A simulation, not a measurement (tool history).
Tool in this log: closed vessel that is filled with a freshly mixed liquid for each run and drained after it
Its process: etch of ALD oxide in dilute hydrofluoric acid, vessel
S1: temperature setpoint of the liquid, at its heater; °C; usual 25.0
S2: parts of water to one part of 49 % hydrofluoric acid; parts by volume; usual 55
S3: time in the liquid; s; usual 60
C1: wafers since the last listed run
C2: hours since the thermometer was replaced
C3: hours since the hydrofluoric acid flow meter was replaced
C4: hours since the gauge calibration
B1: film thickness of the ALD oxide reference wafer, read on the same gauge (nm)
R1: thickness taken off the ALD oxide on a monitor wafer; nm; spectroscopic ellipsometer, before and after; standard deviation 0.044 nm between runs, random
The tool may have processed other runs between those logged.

run   hour    S1  S2  S3     C1      C2      C3     C4      B1     R1
  1    0.0  25.0  55  60      0  1438.7   885.0  196.5  130.02  13.22
  2   34.9  25.0  55  80   4315  1473.6   919.9  231.4  129.99  17.75
  3   67.0  25.0  55  80   3968  1505.7   952.0  263.5  130.00  17.76
  4   89.1  27.5  45  60   2732  1527.8   974.1  285.6  129.99  18.15
  5  110.4  25.0  55  70   2633  1549.1   995.4  306.9  129.96  15.71
  6  126.9  25.0  55  70   2040  1565.6  1011.9  323.4  130.02  15.61
     134.6  -- gauge calibrated
  7  155.6  25.0  55  70   3548  1594.3  1040.6   21.0  129.99  15.69
  8  256.9  25.0  55  45  12524  1695.6  1141.9  122.3  130.01  10.15
  9  289.7  25.0  55  45   4055  1728.4  1174.7  155.1  129.99  10.18
 10  324.6  25.0  55  45   4315  1763.3  1209.6  190.0  130.01  10.17
 11  338.5  25.0  55  60   1718  1777.2  1223.5  203.9  130.02  13.60
 12  364.7  27.5  55  60   3239  1803.4  1249.7  230.1  129.98  15.07
 13  381.8  29.0  75  40   2114  1820.5  1266.8  247.2  129.99   7.64
     384.8  -- hydrofluoric acid flow meter replaced
 14  406.0  25.0  55  60   2868  1844.7    21.2  271.4  130.00  13.13
 15  420.6  25.0  75  60   1805  1859.3    35.8  286.0  130.03   9.48
     451.2  -- thermometer replaced
 16  452.5  27.0  55  60   3820     1.3    67.7  317.9  129.99  13.04
     459.9  -- gauge calibrated
 17  470.9  20.5  70  75   2274    19.7    86.1   11.0  130.02   9.53

Run 18 comes next. What will it give?
 18  500.8  25.0  55  60  3696  49.6  116.0  40.9   ?   ?

B1: 130.00
R1: 11.98 nm
With the hidden condition absent and the run-to-run variation left alone, this run would have shown R1 11.75 nm.
